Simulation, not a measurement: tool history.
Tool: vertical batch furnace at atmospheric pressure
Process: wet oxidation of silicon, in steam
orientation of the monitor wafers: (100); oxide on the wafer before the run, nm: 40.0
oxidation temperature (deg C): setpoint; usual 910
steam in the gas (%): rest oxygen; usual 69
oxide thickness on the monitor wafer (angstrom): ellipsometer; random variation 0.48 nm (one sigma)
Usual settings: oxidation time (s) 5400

run	hour	oxidation temperature (deg C)	oxidation time (s)	steam in the gas (%)	read-back reference wafer on the same gauge, thickness	oxide thickness on the monitor wafer (angstrom)
1	0	910	5400	69	233	2289.6
2	27.6	910	5400	69	233.07	2292.7
3	68.7	910	5400	69	233.02	2290.6
4	226.5	910	5400	69	233	2280.2
5	292.9	910	6210	69	232.93	2535.5
6	335	910	5400	69	233.08	2282.8
7	434.8	910	5400	69	232.92	2273.2
# hour 478.9: thermocouples replaced and temperature profile calibrated
8	479.4	910	5400	69	233	2273.8
# hour 512.2: steam generator serviced
9	524.5	910	5400	69	233.09	2338.7
10	593.8	910	5400	69	233.13	2337.4
# hour 599.4: gauge calibrated
11	656.4	910	5400	69	233.03	2343.1
12	770.4	910	3870	69	232.97	1852.6
13	796.6	910	5400	69	232.96	2338.1
14	833.3	910	7590	61	232.92	2744.1
15	888.2	886	5400	69	233.12	1807.9
16	939.3	910	4500	69	232.95	2056.6
17	993.3	898	5400	69	233.07	2058.4
18	1017.8	910	5400	69	233.03	2345.5
19	1056.9	933	4620	69	233.03	2575.4
20	1101.7	910	4590	69	233.02	2083

Forecast each of these 3 alternatives for the next run:
A	1106.3	930	5400	69	?	?
B	1106.3	929	4470	59	?	?
C	1106.3	910	5400	80	?	?

run	read-back reference wafer on the same gauge, thickness	oxide thickness on the monitor wafer (angstrom)
A	232.91	2807
B	232.91	2179.2
C	232.91	2604.4
Without the tool's hidden state the same runs would have given:
run	oxide thickness on the monitor wafer (angstrom)
A	2811
B	2182.2
C	2608.2

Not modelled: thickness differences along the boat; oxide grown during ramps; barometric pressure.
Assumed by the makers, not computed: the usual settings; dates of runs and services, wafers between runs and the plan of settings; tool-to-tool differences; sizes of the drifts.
